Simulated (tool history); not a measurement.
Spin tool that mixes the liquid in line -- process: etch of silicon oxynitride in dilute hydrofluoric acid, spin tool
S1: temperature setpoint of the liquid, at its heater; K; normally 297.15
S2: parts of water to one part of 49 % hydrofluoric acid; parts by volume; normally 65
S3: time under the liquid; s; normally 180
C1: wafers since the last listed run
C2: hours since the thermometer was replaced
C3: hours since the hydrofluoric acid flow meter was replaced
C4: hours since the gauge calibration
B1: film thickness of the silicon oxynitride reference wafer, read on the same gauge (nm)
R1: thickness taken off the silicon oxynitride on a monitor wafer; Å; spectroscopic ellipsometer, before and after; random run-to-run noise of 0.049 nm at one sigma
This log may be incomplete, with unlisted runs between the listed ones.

{"run": 1, "hour": 0.0, "S1": 297.15, "S2": 65, "S3": 180, "C1": 0, "C2": 1769, "C3": 821.8, "C4": 356.5, "B1": 39.97, "R1": 82.9}
{"run": 2, "hour": 74.6, "S1": 297.15, "S2": 65, "S3": 180, "C1": 443, "C2": 1843.6, "C3": 896.4, "C4": 431.1, "B1": 40.04, "R1": 82.7}
{"run": 3, "hour": 137.4, "S1": 297.15, "S2": 65, "S3": 180, "C1": 373, "C2": 1906.4, "C3": 959.2, "C4": 493.9, "B1": 39.98, "R1": 82.8}
{"run": 4, "hour": 204.9, "S1": 297.15, "S2": 65, "S3": 265, "C1": 401, "C2": 1973.9, "C3": 1026.7, "C4": 561.4, "B1": 39.95, "R1": 121.7}
{"run": 5, "hour": 247.1, "S1": 297.15, "S2": 65, "S3": 265, "C1": 250, "C2": 2016.1, "C3": 1068.9, "C4": 603.6, "B1": 40, "R1": 121.5}
{"run": 6, "hour": 313.6, "S1": 297.15, "S2": 65, "S3": 265, "C1": 395, "C2": 2082.6, "C3": 1135.4, "C4": 670.1, "B1": 39.98, "R1": 120.8}
{"run": 7, "hour": 392.8, "S1": 294.65, "S2": 65, "S3": 180, "C1": 470, "C2": 2161.8, "C3": 1214.6, "C4": 749.3, "B1": 39.99, "R1": 73.3}
{"run": 8, "hour": 473.9, "S1": 294.65, "S2": 65, "S3": 180, "C1": 481, "C2": 2242.9, "C3": 1295.7, "C4": 830.4, "B1": 40, "R1": 73.1}
{"run": 9, "hour": 551.1, "S1": 294.65, "S2": 65, "S3": 180, "C1": 458, "C2": 2320.1, "C3": 1372.9, "C4": 907.6, "B1": 40.02, "R1": 72.9}
{"run": 10, "hour": 618.0, "S1": 297.15, "S2": 50, "S3": 180, "C1": 397, "C2": 2387, "C3": 1439.8, "C4": 974.5, "B1": 39.99, "R1": 107.6}
{"run": 11, "hour": 676.3, "S1": 297.15, "S2": 50, "S3": 180, "C1": 346, "C2": 2445.3, "C3": 1498.1, "C4": 1032.8, "B1": 39.95, "R1": 109.2}
{"run": 12, "hour": 774.3, "S1": 297.15, "S2": 65, "S3": 180, "C1": 582, "C2": 2543.3, "C3": 1596.1, "C4": 1130.8, "B1": 40.02, "R1": 82.4}
{"run": 13, "hour": 825.8, "S1": 300.65, "S2": 65, "S3": 180, "C1": 305, "C2": 2594.8, "C3": 1647.6, "C4": 1182.3, "B1": 40, "R1": 97.4}
{"run": 14, "hour": 917.8, "S1": 300.65, "S2": 65, "S3": 180, "C1": 546, "C2": 2686.8, "C3": 1739.6, "C4": 1274.3, "B1": 40.01, "R1": 96.8}
{"hour": 1113.6, "done": "hydrofluoric acid flow meter replaced"}
{"hour": 1128.4, "done": "thermometer replaced"}
{"run": 15, "hour": 1132.4, "S1": 297.15, "S2": 65, "S3": 180, "C1": 1263, "C2": 4, "C3": 18.8, "C4": 1488.9, "B1": 40.03, "R1": 80.6}
{"run": 16, "hour": 1265.4, "S1": 297.15, "S2": 40, "S3": 180, "C1": 790, "C2": 137, "C3": 151.8, "C4": 1621.9, "B1": 40, "R1": 135}
{"run": 17, "hour": 1321.9, "S1": 299.15, "S2": 65, "S3": 245, "C1": 335, "C2": 193.5, "C3": 208.3, "C4": 1678.4, "B1": 39.98, "R1": 120.9}
{"hour": 1338.2, "done": "gauge calibrated"}
{"run": 18, "hour": 1379.1, "S1": 297.15, "S2": 95, "S3": 180, "C1": 339, "C2": 250.7, "C3": 265.5, "C4": 40.9, "B1": 40.03, "R1": 53.6}
{"run": 19, "hour": 1443.4, "S1": 293.65, "S2": 65, "S3": 180, "C1": 381, "C2": 315, "C3": 329.8, "C4": 105.2, "B1": 39.99, "R1": 68.9}
{"run": 20, "hour": 1498.5, "S1": 300.15, "S2": 50, "S3": 135, "C1": 327, "C2": 370.1, "C3": 384.9, "C4": 160.3, "B1": 39.96, "R1": 92.5}
{"run": 21, "hour": 1606.4, "S1": 295.65, "S2": 45, "S3": 95, "C1": 641, "C2": 478, "C3": 492.8, "C4": 268.2, "B1": 40.03, "R1": 58}
{"run": 22, "hour": 1696.3, "S1": 293.65, "S2": 55, "S3": 220, "C1": 534, "C2": 567.9, "C3": 582.7, "C4": 358.1, "B1": 40, "R1": 100.1}
{"run": 23, "hour": 1788.3, "S1": 297.15, "S2": 65, "S3": 180, "C1": 546, "C2": 659.9, "C3": 674.7, "C4": 450.1, "B1": 40, "R1": 81.1}
{"run": 24, "hour": 1899.2, "S1": 297.15, "S2": 65, "S3": 255, "C1": 658, "C2": 770.8, "C3": 785.6, "C4": 561, "B1": 40.03, "R1": 112.5}
{"run": 25, "hour": 1949.3, "S1": 297.15, "S2": 65, "S3": 225, "C1": 297, "C2": 820.9, "C3": 835.7, "C4": 611.1, "B1": 40.01, "R1": 100.5}
{"run": 26, "hour": 2021.4, "S1": 297.15, "S2": 65, "S3": 180, "C1": 428, "C2": 893, "C3": 907.8, "C4": 683.2, "B1": 40.03, "R1": 80.1}
{"run": 27, "hour": 2068.9, "S1": 293.65, "S2": 65, "S3": 280, "C1": 282, "C2": 940.5, "C3": 955.3, "C4": 730.7, "B1": 40.01, "R1": 106.1}
{"run": 28, "hour": 2173.6, "S1": 299.15, "S2": 65, "S3": 270, "C1": 622, "C2": 1045.2, "C3": 1060, "C4": 835.4, "B1": 39.97, "R1": 132.5}

What differs in the tool's unlogged condition from the final listed run ahead of each entry between runs to the first listed run following it?
Run 14 -> run 15: hydrofluoric acid flow meter replaced (hour 1113.6); thermometer replaced (hour 1128.4)
  liquid hotter than its thermometer reads (K): 1.9 -> 0.0863; hydrofluoric acid flow below the setpoint (%): 7.33 -> 0.632
  what was measured, less what the result would be without the hidden state, R1: +0.6 -> -0.2 Å
Run 17 -> run 18: gauge calibrated (hour 1338.2)
  liquid hotter than its thermometer reads (K): 0.217 -> 0.257; hydrofluoric acid flow below the setpoint (%): 1.36 -> 1.58
  what was measured, less what the result would be without the hidden state, R1: -0.5 -> -0.2 Å

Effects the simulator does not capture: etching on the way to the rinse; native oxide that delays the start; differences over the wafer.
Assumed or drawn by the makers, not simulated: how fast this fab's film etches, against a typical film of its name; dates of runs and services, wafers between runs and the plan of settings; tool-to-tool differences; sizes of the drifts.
